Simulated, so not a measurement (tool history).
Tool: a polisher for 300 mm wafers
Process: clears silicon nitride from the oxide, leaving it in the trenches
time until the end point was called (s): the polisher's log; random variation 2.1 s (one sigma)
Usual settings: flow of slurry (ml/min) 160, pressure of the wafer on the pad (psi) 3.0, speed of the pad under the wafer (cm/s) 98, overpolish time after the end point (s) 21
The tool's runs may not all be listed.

run,day,flow of slurry (ml/min),pressure of the wafer on the pad (psi),speed of the pad under the wafer (cm/s),overpolish time after the end point (s),wafers since the last listed run,wafers polished on this pad,hours since the slurry nozzle was cleaned,hours since the head pressure was calibrated,"incoming thickness of the incoming film, nm",time until the end point was called (s)
1,0.000,160,3.0,98,21,0,1270,335.4,142.6,110.2,105.3
# day 0.258: slurry nozzle cleaned
# day 1.154: worn pad replaced by a new one
2,2.721,160,3.0,98,21,439,274,59.1,207.9,110.0,105.3
3,5.696,160,3.0,98,21,520,794,130.5,279.3,109.3,100.1
# day 7.292: head pressure recalibrated
# day 8.038: worn pad replaced by a new one
4,8.958,160,3.0,98,21,526,161,208.8,40.0,108.9,94.7
5,10.750,160,3.0,98,21,313,474,251.8,83.0,109.9,96.7
# day 12.517: head pressure recalibrated, repeated, since the last time left the tool worse
# day 12.858: slurry nozzle cleaned
6,13.333,160,3.7,98,21,429,904,11.4,19.6,111.6,89.9
7,15.333,160,3.7,98,21,349,1254,59.4,67.6,110.2,91.5
# day 15.708: worn pad replaced by a new one
8,19.292,110,3.0,72,31,663,626,154.4,162.6,110.4,146.3
# day 22.696: worn pad replaced by a new one
9,23.558,160,3.0,128,17,716,151,256.8,265.0,110.0,83.6
# day 23.946: slurry nozzle cleaned
# day 24.929: head pressure recalibrated
10,26.942,160,3.0,98,21,569,720,71.9,48.3,108.7,107.5
11,29.754,175,3.0,74,21,491,1212,139.4,115.8,110.7,129.5
# day 30.250: worn pad replaced by a new one
12,31.400,160,2.4,116,21,258,201,178.9,155.3,109.7,113.8
13,33.467,160,3.0,98,21,361,562,228.5,204.9,111.5,107.3
# day 36.750: slurry nozzle cleaned
14,37.479,160,3.7,88,34,694,1256,17.5,301.2,111.3,91.0

Forecast each of these 4 alternatives for the next run:
A,37.500,160,3.0,72,21,3,1260,18.0,301.7,111.0,?
B,37.500,205,3.0,124,25,3,1260,18.0,301.7,111.0,?
C,37.500,160,3.4,98,21,3,1260,18.0,301.7,111.0,?
D,37.500,190,3.0,86,8,3,1260,18.0,301.7,111.0,?

run,time until the end point was called (s)
A,126.6
B,80.1
C,88.6
D,108.0
Without the tool's hidden state the same runs would have given:
run,time until the end point was called (s)
A,136.1
B,86.1
C,95.3
D,116.1
